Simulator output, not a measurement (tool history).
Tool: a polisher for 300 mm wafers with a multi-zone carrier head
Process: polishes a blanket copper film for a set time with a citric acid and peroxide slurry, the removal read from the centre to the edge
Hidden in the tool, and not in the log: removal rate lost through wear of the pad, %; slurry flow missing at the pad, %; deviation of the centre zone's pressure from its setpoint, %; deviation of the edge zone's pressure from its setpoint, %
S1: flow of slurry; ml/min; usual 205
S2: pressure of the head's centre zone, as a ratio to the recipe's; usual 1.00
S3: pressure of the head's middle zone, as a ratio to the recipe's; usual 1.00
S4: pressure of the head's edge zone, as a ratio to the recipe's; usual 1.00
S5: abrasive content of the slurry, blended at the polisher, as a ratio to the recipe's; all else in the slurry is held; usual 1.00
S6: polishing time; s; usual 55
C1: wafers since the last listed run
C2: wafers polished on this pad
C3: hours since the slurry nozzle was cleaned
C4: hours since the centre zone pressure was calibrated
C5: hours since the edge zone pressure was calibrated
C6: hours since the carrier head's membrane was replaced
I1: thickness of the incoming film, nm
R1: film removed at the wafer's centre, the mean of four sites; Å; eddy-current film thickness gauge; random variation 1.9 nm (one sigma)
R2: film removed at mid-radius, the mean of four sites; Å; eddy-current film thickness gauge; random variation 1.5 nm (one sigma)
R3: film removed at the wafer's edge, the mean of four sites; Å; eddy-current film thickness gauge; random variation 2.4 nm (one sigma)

Run 1, day 0.000: usual settings; C1 0; C2 1092; C3 2.6; C4 843.4; C5 3.2; C6 498.4; I1 911.5. Result: R1 2002 Å, R2 1970 Å, R3 1896 Å.
At day 0.225: worn pad replaced by a new one.
Run 2, day 0.404: usual settings; C1 79; C2 60; C3 12.3; C4 853.1; C5 12.9; C6 508.1; I1 906.7. Result: R1 2151 Å, R2 2170 Å, R3 2122 Å.
At day 1.883: carrier head's membrane replaced by a new one.
Run 3, day 2.388: usual settings but S2 1.04; C1 596; C2 656; C3 59.9; C4 900.7; C5 60.5; C6 12.1; I1 919.7. Result: R1 2121 Å, R2 2079 Å, R3 1988 Å.
Run 4, day 2.817: usual settings but S5 1.15; C1 144; C2 800; C3 70.2; C4 911.0; C5 70.8; C6 22.4; I1 904.6. Result: R1 2056 Å, R2 2075 Å, R3 2017 Å.
Run 5, day 3.138: usual settings but S2 1.06, S5 1.25, S6 40 s; C1 107; C2 908; C3 77.9; C4 918.7; C5 78.5; C6 30.1; I1 915.6. Result: R1 1620 Å, R2 1519 Å, R3 1477 Å.
Run 6, day 3.433: usual settings but S1 135 ml/min; C1 99; C2 1008; C3 85.0; C4 925.8; C5 85.6; C6 37.2; I1 932.3. Result: R1 1812 Å, R2 1850 Å, R3 1768 Å.
At day 3.762: centre zone pressure recalibrated.
At day 3.846: worn pad replaced by a new one.
Run 7, day 4.075: usual settings but S2 1.12, S5 0.90; C1 159; C2 76; C3 100.4; C4 7.5; C5 101.0; C6 52.6; I1 912.6. Result: R1 2352 Å, R2 2128 Å, R3 2049 Å.
Run 8, day 4.504: usual settings but S4 1.05, S6 69 s; C1 144; C2 220; C3 110.7; C4 17.8; C5 111.3; C6 62.9; I1 938.4. Result: R1 2707 Å, R2 2674 Å, R3 2657 Å.
Run 9, day 5.138: usual settings but S5 0.80; C1 212; C2 433; C3 125.9; C4 33.0; C5 126.5; C6 78.1; I1 920.3. Result: R1 2039 Å, R2 2026 Å, R3 1910 Å.
Run 10, day 5.754: usual settings but S4 1.06; C1 207; C2 640; C3 140.7; C4 47.8; C5 141.3; C6 92.9; I1 920.4. Result: R1 2050 Å, R2 2075 Å, R3 2059 Å.
Run 11, day 6.204: usual settings but S1 235 ml/min, S4 1.05, S5 1.20, S6 66 s; C1 151; C2 791; C3 151.5; C4 58.6; C5 152.1; C6 103.7; I1 916.8. Result: R1 2568 Å, R2 2581 Å, R3 2541 Å.
Run 12, day 6.854: usual settings but S4 1.11; C1 218; C2 1010; C3 167.1; C4 74.2; C5 167.7; C6 119.3; I1 914.7. Result: R1 2028 Å, R2 2017 Å, R3 2048 Å.
At day 7.538: worn pad replaced by a new one.
Run 13, day 7.558: usual settings but S1 175 ml/min, S2 0.93, S3 1.11, S5 0.90; C1 180; C2 7; C3 184.0; C4 91.1; C5 184.6; C6 136.2; I1 928.2. Result: R1 1925 Å, R2 2300 Å, R3 2045 Å.
Run 14, day 7.929: usual settings; C1 124; C2 131; C3 192.9; C4 100.0; C5 193.5; C6 145.1; I1 918.5. Result: R1 2173 Å, R2 2164 Å, R3 2098 Å.
Run 15, day 8.433: usual settings; C1 169; C2 301; C3 205.0; C4 112.1; C5 205.6; C6 157.2; I1 934.1. Result: R1 2145 Å, R2 2114 Å, R3 2089 Å.
Run 16, day 9.075: usual settings but S1 255 ml/min, S3 0.97, S6 48 s; C1 215; C2 516; C3 220.4; C4 127.5; C5 221.0; C6 172.6; I1 909.9. Result: R1 1865 Å, R2 1845 Å, R3 1822 Å.
Run 17, day 9.746: usual settings but S1 250 ml/min, S5 0.85; C1 225; C2 742; C3 236.5; C4 143.6; C5 237.1; C6 188.7; I1 918.5. Result: R1 2053 Å, R2 2069 Å, R3 1986 Å.
Run 18, day 10.104: usual settings but S1 160 ml/min, S2 0.93, S4 0.96, S6 74 s; C1 120; C2 862; C3 245.1; C4 152.2; C5 245.7; C6 197.3; I1 926.7. Result: R1 2425 Å, R2 2649 Å, R3 2562 Å.
Run 19, day 10.508: usual settings; C1 135; C2 998; C3 254.8; C4 161.9; C5 255.4; C6 207.0; I1 923.4. Result: R1 2022 Å, R2 1997 Å, R3 1950 Å.
Run 20, day 10.796: usual settings but S1 150 ml/min, S3 0.91; C1 96; C2 1094; C3 261.7; C4 168.8; C5 262.3; C6 213.9; I1 924.1. Result: R1 1885 Å, R2 1744 Å, R3 1849 Å.
Run 21, day 11.367: usual settings; C1 191; C2 1286; C3 275.4; C4 182.5; C5 276.0; C6 227.6; I1 916.9. Result: R1 1958 Å, R2 2007 Å, R3 1908 Å.
At day 12.179: worn pad replaced by a new one.
Run 22, day 12.200: usual settings; C1 223; C2 6; C3 295.4; C4 202.5; C5 296.0; C6 247.6; I1 906.8. Result: R1 2176 Å, R2 2209 Å, R3 2132 Å.

Hidden state or all else? Some run-to-run changes of R1, split into what the settings, what came in and random variation would give without the hidden state, and what is left for the hidden state (with any gauge scatter that isn't in both results):
Run 6 -> 7: S1 135 -> 205, S2 1.00 -> 1.12, S5 1.00 -> 0.90, centre zone pressure recalibrated, worn pad replaced by a new one. R1 +540 Å: hidden state +144, all else +396.
Run 8 -> 9: S4 1.05 -> 1.00, S5 1.00 -> 0.80, S6 69 -> 55. R1 -668 Å: hidden state -17, all else -651.
Run 12 -> 13: S1 205 -> 175, S2 1.00 -> 0.93, S3 1.00 -> 1.11, S4 1.11 -> 1.00, S5 1.00 -> 0.90, worn pad replaced by a new one. R1 -103 Å: hidden state +184, all else -287.
Run 21 -> 22: worn pad replaced by a new one. R1 +218 Å: hidden state +212, all else +6.
